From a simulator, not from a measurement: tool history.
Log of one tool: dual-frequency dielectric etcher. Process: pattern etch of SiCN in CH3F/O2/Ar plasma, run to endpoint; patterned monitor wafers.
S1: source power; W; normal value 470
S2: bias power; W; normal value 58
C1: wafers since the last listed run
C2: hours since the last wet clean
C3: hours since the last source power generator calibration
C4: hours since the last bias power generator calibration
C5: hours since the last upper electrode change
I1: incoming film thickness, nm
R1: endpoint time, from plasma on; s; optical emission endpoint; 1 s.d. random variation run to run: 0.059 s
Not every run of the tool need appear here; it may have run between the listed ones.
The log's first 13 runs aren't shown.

run,day,S1,S2,C1,C2,C3,C4,C5,I1,R1
14,12.858,560,58,298,318,96.3,2821.9,22,6.94,17.8
15,14.346,470,58,735,353.7,132,2857.6,57.7,6.93,19.4
16,15.692,470,58,665,386,164.3,2889.9,90,6.91,19.3
17,16.45,470,47,375,404.2,182.5,2908.1,108.2,6.85,20.8
18,18.567,410,45,1047,455,233.3,2958.9,159,6.93,23
# day 19.433: bias power generator calibrated
19,19.575,470,58,416,479.2,257.5,3.4,183.2,6.96,19.3
20,20.096,470,50,257,491.7,270,15.9,195.7,6.85,20.2
21,21.421,530,58,655,523.5,301.8,47.7,227.5,6.81,17.8

Expected results for the next run?
22,22.725,510,58,645,554.8,333.1,79,258.8,6.92,?

Run 22 measured R1 18.5 s.
If the tool had no hidden condition, the same run with the same run-to-run variation would have returned R1 19.1 s.

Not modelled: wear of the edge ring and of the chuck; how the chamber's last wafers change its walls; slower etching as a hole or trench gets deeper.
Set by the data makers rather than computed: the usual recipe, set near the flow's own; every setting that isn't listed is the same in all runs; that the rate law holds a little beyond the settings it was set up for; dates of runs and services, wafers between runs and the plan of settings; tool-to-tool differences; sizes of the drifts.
